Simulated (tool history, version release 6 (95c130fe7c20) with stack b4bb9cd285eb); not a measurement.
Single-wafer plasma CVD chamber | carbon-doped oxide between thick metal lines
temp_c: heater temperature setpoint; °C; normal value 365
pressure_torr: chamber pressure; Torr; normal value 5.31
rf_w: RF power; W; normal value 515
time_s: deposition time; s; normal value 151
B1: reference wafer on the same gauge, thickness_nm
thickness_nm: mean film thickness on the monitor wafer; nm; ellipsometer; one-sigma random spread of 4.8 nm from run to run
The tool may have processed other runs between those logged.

Run 1, hour 0: usual settings but time_s 171 s; B1 834.37. Result: thickness_nm 956.85 nm.
Run 2, hour 86.7: usual settings but time_s 171 s; B1 836.709. Result: thickness_nm 968.213 nm.
Run 3, hour 173.6: usual settings but time_s 131 s; B1 839.713. Result: thickness_nm 734.066 nm.
Run 4, hour 245.9: usual settings but time_s 131 s; B1 839.472. Result: thickness_nm 734.866 nm.
Run 5, hour 319.8: usual settings; B1 842.738. Result: thickness_nm 853.299 nm.
At hour 361.4: capacitance manometer re-zeroed and calibrated.
Run 6, hour 424.7: usual settings; B1 844.105. Result: thickness_nm 859.843 nm.
Run 7, hour 485.5: usual settings; B1 845.11. Result: thickness_nm 865.58 nm.
Run 8, hour 590.4: usual settings; B1 847.539. Result: thickness_nm 866.468 nm.
Run 9, hour 637: usual settings; B1 847.326. Result: thickness_nm 865.625 nm.
At hour 658.3: gauge calibrated.
Run 10, hour 692.9: usual settings but temp_c 359 °C; B1 799.877. Result: thickness_nm 821.124 nm.
Run 11, hour 789.8: usual settings but temp_c 359 °C; B1 800.075. Result: thickness_nm 816.228 nm.
At hour 849: showerhead replaced.
Run 12, hour 852.9: usual settings but temp_c 359 °C; B1 801.392. Result: thickness_nm 822.957 nm.
At hour 921.8: RF generator calibrated.
Run 13, hour 937.9: usual settings but pressure_torr 5.83 Torr, rf_w 440 W; B1 803.193. Result: thickness_nm 747.186 nm.
Run 14, hour 987.5: usual settings but temp_c 377 °C, pressure_torr 5.76 Torr, rf_w 415 W, time_s 130 s; B1 804.886. Result: thickness_nm 589.636 nm.
Run 15, hour 1085.6: usual settings; B1 807.164. Result: thickness_nm 814.006 nm.
Run 16, hour 1151.7: usual settings but temp_c 351 °C, pressure_torr 6.62 Torr, rf_w 480 W, time_s 126 s; B1 808.781. Result: thickness_nm 678.017 nm.
At hour 1185.3: capacitance manometer re-zeroed and calibrated.
Run 17, hour 1195.5: usual settings; B1 809.537. Result: thickness_nm 823.775 nm.
Run 18, hour 1519: usual settings but temp_c 355 °C, rf_w 480 W; B1 815.367. Result: thickness_nm 800.772 nm.
Run 19, hour 1576.6: usual settings but pressure_torr 4.41 Torr, time_s 133 s; B1 817.665. Result: thickness_nm 710.461 nm.
At hour 1654.7: thermocouple changed; heater temperature recalibrated.
Run 20, hour 1670.8: usual settings but temp_c 377 °C; B1 819.143. Result: thickness_nm 814.446 nm.
Run 21, hour 1754.2: usual settings; B1 821.238. Result: thickness_nm 831.604 nm.
Run 22, hour 1804.8: usual settings but temp_c 354 °C, time_s 170 s; B1 821.534. Result: thickness_nm 963.528 nm.
Run 23, hour 1905.4: usual settings but temp_c 378 °C, rf_w 435 W; B1 826.517. Result: thickness_nm 719.194 nm.
Run 24, hour 1963.5: usual settings but temp_c 358 °C, rf_w 545 W; B1 826.232. Result: thickness_nm 881.007 nm.
Run 25, hour 2065.1: usual settings; B1 827.359. Result: thickness_nm 840.869 nm.
Run 26, hour 2171.6: usual settings but rf_w 465 W; B1 830.477. Result: thickness_nm 783.997 nm.
At hour 2187.4: capacitance manometer re-zeroed and calibrated.
Run 27, hour 2275.6: usual settings; B1 833.634. Result: thickness_nm 838.906 nm.
Run 28, hour 2340: usual settings; B1 833.735. Result: thickness_nm 837.405 nm.

Consider 4 possible next runs. They are alternatives, not a sequence: every one starts from the tool as it was left by run 28. What does each give?
Run A, hour 2340.4: usual settings but pressure_torr 4.27 Torr; B1 ?. Result: thickness_nm ?.
Run B, hour 2340.4: usual settings but temp_c 372 °C, rf_w 590 W, time_s 139 s; B1 ?. Result: thickness_nm ?.
Run C, hour 2340.4: usual settings but pressure_torr 5.82 Torr, rf_w 475 W; B1 ?. Result: thickness_nm ?.
Run D, hour 2340.4: usual settings but time_s 169 s; B1 ?. Result: thickness_nm ?.

run       B1  thickness_nm
  A  833.558       825.234
  B  833.558       841.051
  C  833.558        811.62
  D  833.558       948.711
Without the tool's unlogged condition, the same runs would have read:
run  thickness_nm
  A       783.464
  B       798.481
  C        770.54
  D       900.692

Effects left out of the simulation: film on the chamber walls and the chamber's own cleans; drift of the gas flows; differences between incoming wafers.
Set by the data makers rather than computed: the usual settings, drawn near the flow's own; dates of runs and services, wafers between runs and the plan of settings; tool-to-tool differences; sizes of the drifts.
